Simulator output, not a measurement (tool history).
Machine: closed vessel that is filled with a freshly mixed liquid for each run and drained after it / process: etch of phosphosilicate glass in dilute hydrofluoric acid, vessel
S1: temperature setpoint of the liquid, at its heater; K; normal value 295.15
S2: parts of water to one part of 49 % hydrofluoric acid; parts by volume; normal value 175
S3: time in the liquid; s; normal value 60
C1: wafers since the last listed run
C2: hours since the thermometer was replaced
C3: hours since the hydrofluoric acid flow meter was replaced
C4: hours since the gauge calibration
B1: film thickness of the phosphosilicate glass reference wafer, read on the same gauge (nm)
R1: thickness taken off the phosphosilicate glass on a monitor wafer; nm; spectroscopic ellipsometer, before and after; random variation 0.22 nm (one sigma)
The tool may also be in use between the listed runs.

Run 1, hour 0: usual settings but S1 298.65 K, S3 75 s; C1 0; C2 1082.4; C3 431.4; C4 1740.7; B1 120.02. Result: R1 44.82 nm.
Run 2, hour 67.9: usual settings but S2 155 parts by volume; C1 7733; C2 1150.3; C3 499.3; C4 1808.6; B1 119.93. Result: R1 36.92 nm.
Run 3, hour 108.1: usual settings but S2 155 parts by volume; C1 4578; C2 1190.5; C3 539.5; C4 1848.8; B1 120.03. Result: R1 36.9 nm.
Run 4, hour 164.4: usual settings but S2 155 parts by volume; C1 6412; C2 1246.8; C3 595.8; C4 1905.1; B1 120. Result: R1 36.92 nm.
Run 5, hour 203.7: usual settings but S3 85 s; C1 4476; C2 1286.1; C3 635.1; C4 1944.4; B1 119.98. Result: R1 45.08 nm.
Run 6, hour 259.3: usual settings but S3 85 s; C1 6332; C2 1341.7; C3 690.7; C4 2000; B1 120.04. Result: R1 44.77 nm.
At hour 284.8: gauge calibrated.
Run 7, hour 295.4: usual settings but S3 80 s; C1 4111; C2 1377.8; C3 726.8; C4 10.6; B1 119.99. Result: R1 42.58 nm.
Run 8, hour 357.8: usual settings but S3 80 s; C1 7107; C2 1440.2; C3 789.2; C4 73; B1 120. Result: R1 42.92 nm.
Run 9, hour 384: usual settings; C1 2984; C2 1466.4; C3 815.4; C4 99.2; B1 119.99. Result: R1 31.9 nm.
At hour 405.1: hydrofluoric acid flow meter replaced.
Run 10, hour 435.6: usual settings; C1 5763; C2 1518; C3 30.5; C4 150.8; B1 120.03. Result: R1 32.67 nm.
At hour 533.4: thermometer replaced.
Run 11, hour 620.9: usual settings; C1 20991; C2 87.5; C3 215.8; C4 336.1; B1 120. Result: R1 29.74 nm.
Run 12, hour 670.8: usual settings; C1 5683; C2 137.4; C3 265.7; C4 386; B1 119.99. Result: R1 29.57 nm.
Run 13, hour 706: usual settings but S1 290.65 K; C1 4009; C2 172.6; C3 300.9; C4 421.2; B1 120.01. Result: R1 25.06 nm.
Run 14, hour 745.5: usual settings; C1 4499; C2 212.1; C3 340.4; C4 460.7; B1 119.97. Result: R1 29.96 nm.
Run 15, hour 774.6: usual settings but S2 140 parts by volume; C1 3314; C2 241.2; C3 369.5; C4 489.8; B1 119.99. Result: R1 39.38 nm.
Run 16, hour 823.7: usual settings but S3 30 s; C1 5592; C2 290.3; C3 418.6; C4 538.9; B1 120.04. Result: R1 15.11 nm.
Run 17, hour 861.6: usual settings; C1 4316; C2 328.2; C3 456.5; C4 576.8; B1 120. Result: R1 30.27 nm.
Run 18, hour 919.8: usual settings but S3 35 s; C1 6628; C2 386.4; C3 514.7; C4 635; B1 120.03. Result: R1 17.59 nm.
Run 19, hour 947.5: usual settings but S2 130 parts by volume; C1 3155; C2 414.1; C3 542.4; C4 662.7; B1 119.98. Result: R1 43.37 nm.
Run 20, hour 1009.6: usual settings but S3 75 s; C1 7073; C2 476.2; C3 604.5; C4 724.8; B1 119.98. Result: R1 38.23 nm.
At hour 1073: hydrofluoric acid flow meter replaced.
Run 21, hour 1073.5: usual settings but S1 292.65 K, S2 90 parts by volume, S3 75 s; C1 7164; C2 540.1; C3 0.5; C4 788.7; B1 120.04. Result: R1 74.27 nm.
Run 22, hour 1117.4: usual settings; C1 5000; C2 584; C3 44.4; C4 832.6; B1 119.95. Result: R1 30.51 nm.
Run 23, hour 1167.9: usual settings but S3 90 s; C1 5751; C2 634.5; C3 94.9; C4 883.1; B1 120.01. Result: R1 46.66 nm.
Run 24, hour 1234.7: usual settings; C1 7608; C2 701.3; C3 161.7; C4 949.9; B1 120. Result: R1 30.67 nm.
Run 25, hour 1275.3: usual settings but S2 145 parts by volume, S3 40 s; C1 4624; C2 741.9; C3 202.3; C4 990.5; B1 120.02. Result: R1 25.77 nm.
Run 26, hour 1335.8: usual settings but S1 291.65 K, S2 120 parts by volume; C1 6890; C2 802.4; C3 262.8; C4 1051; B1 119.97. Result: R1 42.29 nm.
Run 27, hour 1394.4: usual settings; C1 6674; C2 861; C3 321.4; C4 1109.6; B1 119.99. Result: R1 31.24 nm.
Run 28, hour 1465.2: usual settings but S2 100 parts by volume, S3 80 s; C1 8064; C2 931.8; C3 392.2; C4 1180.4; B1 119.96. Result: R1 79.8 nm.
Run 29, hour 1526.8: usual settings but S2 240 parts by volume; C1 7016; C2 993.4; C3 453.8; C4 1242; B1 120.04. Result: R1 21.29 nm.
Run 30, hour 1569.9: usual settings; C1 4909; C2 1036.5; C3 496.9; C4 1285.1; B1 120.04. Result: R1 31.68 nm.
Run 31, hour 1598.7: usual settings but S1 299.65 K, S2 130 parts by volume, S3 75 s; C1 3280; C2 1065.3; C3 525.7; C4 1313.9; B1 120. Result: R1 65.9 nm.
Run 32, hour 1637.9: usual settings but S1 291.65 K, S2 120 parts by volume; C1 4464; C2 1104.5; C3 564.9; C4 1353.1; B1 120.01. Result: R1 43.17 nm.
Run 33, hour 1663.6: usual settings but S1 298.15 K; C1 2927; C2 1130.2; C3 590.6; C4 1378.8; B1 120.03. Result: R1 35.8 nm.

3 ways to go on from here, each from the tool as it stands after run 33. What would each give?
Run A, hour 1664.3: usual settings; C1 79; C2 1130.9; C3 591.3; C4 1379.5; B1 ?. Result: R1 ?.
Run B, hour 1664.3: usual settings but S3 45 s; C1 79; C2 1130.9; C3 591.3; C4 1379.5; B1 ?. Result: R1 ?.
Run C, hour 1664.3: usual settings but S1 299.65 K, S2 225 parts by volume, S3 80 s; C1 79; C2 1130.9; C3 591.3; C4 1379.5; B1 ?. Result: R1 ?.

run   B1     R1
  A  120  31.51
  B  120  23.63
  C  120   36.3
What these runs would have given with no unlogged condition in the tool:
run     R1
  A  29.04
  B  21.78
  C  33.68

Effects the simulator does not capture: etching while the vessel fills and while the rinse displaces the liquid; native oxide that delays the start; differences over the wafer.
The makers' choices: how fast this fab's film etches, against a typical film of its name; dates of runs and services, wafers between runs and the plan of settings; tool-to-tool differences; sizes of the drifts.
